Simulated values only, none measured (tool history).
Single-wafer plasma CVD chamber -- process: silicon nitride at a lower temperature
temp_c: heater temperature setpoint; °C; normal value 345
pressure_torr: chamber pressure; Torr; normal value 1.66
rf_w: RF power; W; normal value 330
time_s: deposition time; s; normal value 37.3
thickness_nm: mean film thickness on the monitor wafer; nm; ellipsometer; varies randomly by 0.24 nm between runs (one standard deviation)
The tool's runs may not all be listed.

run,day,temp_c,pressure_torr,rf_w,time_s,wafers since the last listed run,hours since the last thermocouple change,hours since the last RF generator calibration,hours since the last manometer calibration,hours since the showerhead was replaced,hours since the gauge calibration,"read-back reference wafer on the same gauge, thickness_nm",thickness_nm
1,0,345,1.66,330,37.3,0,1502.3,705.5,828.1,3921.5,2344,52.636,50.112
2,3.983,345,1.66,330,37.3,1211,1597.9,801.1,923.7,4017.1,2439.6,52.655,49.573
3,6.604,345,1.26,375,37.3,797,1660.8,864,986.6,4080,2502.5,52.853,48.868
4,9.558,345,1.66,330,37.3,898,1731.7,934.9,1057.5,4150.9,2573.4,52.701,49.55
5,12.4,345,1.93,300,37.3,864,1799.9,1003.1,1125.7,4219.1,2641.6,52.782,48.953
# day 13.458: thermocouple changed; heater temperature recalibrated
# day 13.575: capacitance manometer re-zeroed and calibrated
6,14.975,358,1.83,385,39.4,646,36.4,1064.9,33.6,4280.9,2703.4,52.656,60.054
7,19.017,345,1.66,330,37.3,1229,133.4,1161.9,130.6,4377.9,2800.4,52.856,49.845
8,23.317,345,1.66,330,37.3,1307,236.6,1265.1,233.8,4481.1,2903.6,52.751,49.596
# day 24.458: gauge calibrated
9,25.333,356,1.98,330,42.1,613,285,1313.5,282.2,4529.5,21,52.717,59.202
10,27.262,358,1.83,385,39.4,586,331.3,1359.8,328.5,4575.8,67.3,52.768,59.807
# day 28.483: showerhead replaced
11,29.258,345,1.99,330,37.3,505,379.2,1407.7,376.4,18.6,115.2,52.743,53.111
12,32.904,352,1.66,355,41.1,1108,466.7,1495.2,463.9,106.1,202.7,52.735,57.655
13,36.654,358,1.54,290,32.8,1140,556.7,1585.2,553.9,196.1,292.7,52.627,38.571
14,40.421,345,1.66,330,37.3,1145,647.1,1675.6,644.3,286.5,383.1,52.819,49.826
# day 41.379: RF generator calibrated
15,44.183,345,1.46,360,37.3,1043,737.4,67.3,734.6,376.8,473.4,52.711,50.805
16,47.342,345,1.66,390,37.3,960,813.2,143.1,810.4,452.6,549.2,52.712,55.93
17,49.262,336,1.85,350,40.6,584,859.3,189.2,856.5,498.7,595.3,52.768,58.417
# day 52.721: capacitance manometer re-zeroed and calibrated
18,53.092,345,1.66,330,41.1,1063,951.2,281.1,8.9,590.6,687.2,52.752,54.773
19,54.6,345,2.03,305,37.3,458,987.4,317.3,45.1,626.8,723.4,52.794,50.105
20,58.104,345,1.66,305,37.3,1065,1071.5,401.4,129.2,710.9,807.5,52.79,47.048
21,59.867,352,2,390,43.2,536,1113.8,443.7,171.5,753.2,849.8,52.755,68.383
22,62.671,337,1.77,330,37.3,852,1181.1,511,238.8,820.5,917.1,52.746,50.713

Estimate the outcome of run 23 from the log above:
23,73.088,339,1.48,355,40.7,3168,1431.1,761,488.8,1070.5,1167.1,?,?

read-back reference wafer on the same gauge, thickness_nm: 52.806
thickness_nm: 54.55 nm
With no hidden state in the tool, this same run would have given thickness_nm 54.55 nm.
